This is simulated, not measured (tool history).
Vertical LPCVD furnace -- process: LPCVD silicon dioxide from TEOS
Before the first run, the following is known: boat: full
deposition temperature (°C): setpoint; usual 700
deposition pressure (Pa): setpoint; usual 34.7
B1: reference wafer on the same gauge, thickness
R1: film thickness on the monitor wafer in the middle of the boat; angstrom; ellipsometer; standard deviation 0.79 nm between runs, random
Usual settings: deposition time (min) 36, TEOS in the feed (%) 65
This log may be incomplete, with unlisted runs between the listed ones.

{"run": 1, "day": 0.0, "deposition temperature (°C)": 700, "deposition pressure (Pa)": 34.7, "deposition time (min)": 36, "TEOS in the feed (%)": 65, "B1": 248.3, "R1": 2546.3}
{"run": 2, "day": 0.908, "deposition temperature (°C)": 700, "deposition pressure (Pa)": 34.7, "deposition time (min)": 36, "TEOS in the feed (%)": 65, "B1": 248.23, "R1": 2546.9}
{"run": 3, "day": 1.975, "deposition temperature (°C)": 700, "deposition pressure (Pa)": 31.3, "deposition time (min)": 36, "TEOS in the feed (%)": 65, "B1": 247.53, "R1": 2419.6}
{"run": 4, "day": 2.512, "deposition temperature (°C)": 700, "deposition pressure (Pa)": 34.7, "deposition time (min)": 45.5, "TEOS in the feed (%)": 73, "B1": 247.09, "R1": 3384.3}
{"run": 5, "day": 3.433, "deposition temperature (°C)": 700, "deposition pressure (Pa)": 34.7, "deposition time (min)": 36, "TEOS in the feed (%)": 68, "B1": 246.95, "R1": 2593.3}
{"run": 6, "day": 4.55, "deposition temperature (°C)": 700, "deposition pressure (Pa)": 34.7, "deposition time (min)": 36, "TEOS in the feed (%)": 65, "B1": 246.57, "R1": 2528.8}
{"run": 7, "day": 5.108, "deposition temperature (°C)": 700, "deposition pressure (Pa)": 34.7, "deposition time (min)": 36, "TEOS in the feed (%)": 65, "B1": 246.66, "R1": 2528.6}
{"run": 8, "day": 5.812, "deposition temperature (°C)": 704, "deposition pressure (Pa)": 28.7, "deposition time (min)": 36, "TEOS in the feed (%)": 65, "B1": 246.52, "R1": 2504}
{"day": 7.346, "done": "thermocouples replaced and temperature profile calibrated"}
{"run": 9, "day": 7.367, "deposition temperature (°C)": 704, "deposition pressure (Pa)": 28.7, "deposition time (min)": 36, "TEOS in the feed (%)": 65, "B1": 245.65, "R1": 2515.3}
{"run": 10, "day": 7.642, "deposition temperature (°C)": 704, "deposition pressure (Pa)": 28.7, "deposition time (min)": 36, "TEOS in the feed (%)": 65, "B1": 245.6, "R1": 2506.9}
{"day": 8.338, "done": "gauge calibrated"}
{"day": 8.842, "done": "pressure gauge zeroed"}
{"run": 11, "day": 8.862, "deposition temperature (°C)": 700, "deposition pressure (Pa)": 32.7, "deposition time (min)": 36, "TEOS in the feed (%)": 65, "B1": 250.95, "R1": 2497.1}
{"run": 12, "day": 9.762, "deposition temperature (°C)": 700, "deposition pressure (Pa)": 32.7, "deposition time (min)": 36, "TEOS in the feed (%)": 65, "B1": 250.68, "R1": 2493.9}
{"run": 13, "day": 11.05, "deposition temperature (°C)": 700, "deposition pressure (Pa)": 34.7, "deposition time (min)": 49.5, "TEOS in the feed (%)": 52, "B1": 250.52, "R1": 3156.9}
{"run": 14, "day": 11.917, "deposition temperature (°C)": 691, "deposition pressure (Pa)": 34.7, "deposition time (min)": 36, "TEOS in the feed (%)": 55, "B1": 250.82, "R1": 1918.6}
{"run": 15, "day": 13.412, "deposition temperature (°C)": 700, "deposition pressure (Pa)": 34.7, "deposition time (min)": 36, "TEOS in the feed (%)": 65, "B1": 250.26, "R1": 2559.8}
{"run": 16, "day": 14.462, "deposition temperature (°C)": 696, "deposition pressure (Pa)": 34.7, "deposition time (min)": 36, "TEOS in the feed (%)": 65, "B1": 250.21, "R1": 2339.7}
{"day": 16.788, "done": "TEOS flow controller replaced"}
{"run": 17, "day": 16.808, "deposition temperature (°C)": 700, "deposition pressure (Pa)": 28.7, "deposition time (min)": 36, "TEOS in the feed (%)": 65, "B1": 250.01, "R1": 2335.7}
{"run": 18, "day": 16.983, "deposition temperature (°C)": 700, "deposition pressure (Pa)": 38.7, "deposition time (min)": 47.5, "TEOS in the feed (%)": 52, "B1": 249.93, "R1": 3191.2}
{"run": 19, "day": 17.162, "deposition temperature (°C)": 700, "deposition pressure (Pa)": 30, "deposition time (min)": 47, "TEOS in the feed (%)": 65, "B1": 249.69, "R1": 3100.7}
{"run": 20, "day": 18.179, "deposition temperature (°C)": 696, "deposition pressure (Pa)": 38, "deposition time (min)": 39.5, "TEOS in the feed (%)": 53, "B1": 249.94, "R1": 2417.4}
{"run": 21, "day": 19.096, "deposition temperature (°C)": 700, "deposition pressure (Pa)": 34.7, "deposition time (min)": 36, "TEOS in the feed (%)": 65, "B1": 249.59, "R1": 2558.8}
{"run": 22, "day": 19.808, "deposition temperature (°C)": 700, "deposition pressure (Pa)": 34.7, "deposition time (min)": 36, "TEOS in the feed (%)": 65, "B1": 249.12, "R1": 2554.9}
{"run": 23, "day": 20.379, "deposition temperature (°C)": 691, "deposition pressure (Pa)": 34.7, "deposition time (min)": 47.5, "TEOS in the feed (%)": 65, "B1": 249.16, "R1": 2714.8}
{"run": 24, "day": 21.433, "deposition temperature (°C)": 700, "deposition pressure (Pa)": 34.7, "deposition time (min)": 36, "TEOS in the feed (%)": 65, "B1": 249.12, "R1": 2563.8}

Predict each of these 3 candidate next runs independently; none follows another, all start after run 24:
{"run": "A", "day": 21.612, "deposition temperature (°C)": 711, "deposition pressure (Pa)": 34.7, "deposition time (min)": 36, "TEOS in the feed (%)": 65, "B1": "?", "R1": "?"}
{"run": "B", "day": 21.612, "deposition temperature (°C)": 700, "deposition pressure (Pa)": 34.7, "deposition time (min)": 36, "TEOS in the feed (%)": 61, "B1": "?", "R1": "?"}
{"run": "C", "day": 21.612, "deposition temperature (°C)": 694, "deposition pressure (Pa)": 40, "deposition time (min)": 47, "TEOS in the feed (%)": 65, "B1": "?", "R1": "?"}

run=A B1=248.82 R1=3274.6
run=B B1=248.82 R1=2463.3
run=C B1=248.82 R1=3098.7
Had the tool no hidden state, the same runs would have come out as:
run=A R1=3289.3
run=B R1=2474.3
run=C R1=3112.7

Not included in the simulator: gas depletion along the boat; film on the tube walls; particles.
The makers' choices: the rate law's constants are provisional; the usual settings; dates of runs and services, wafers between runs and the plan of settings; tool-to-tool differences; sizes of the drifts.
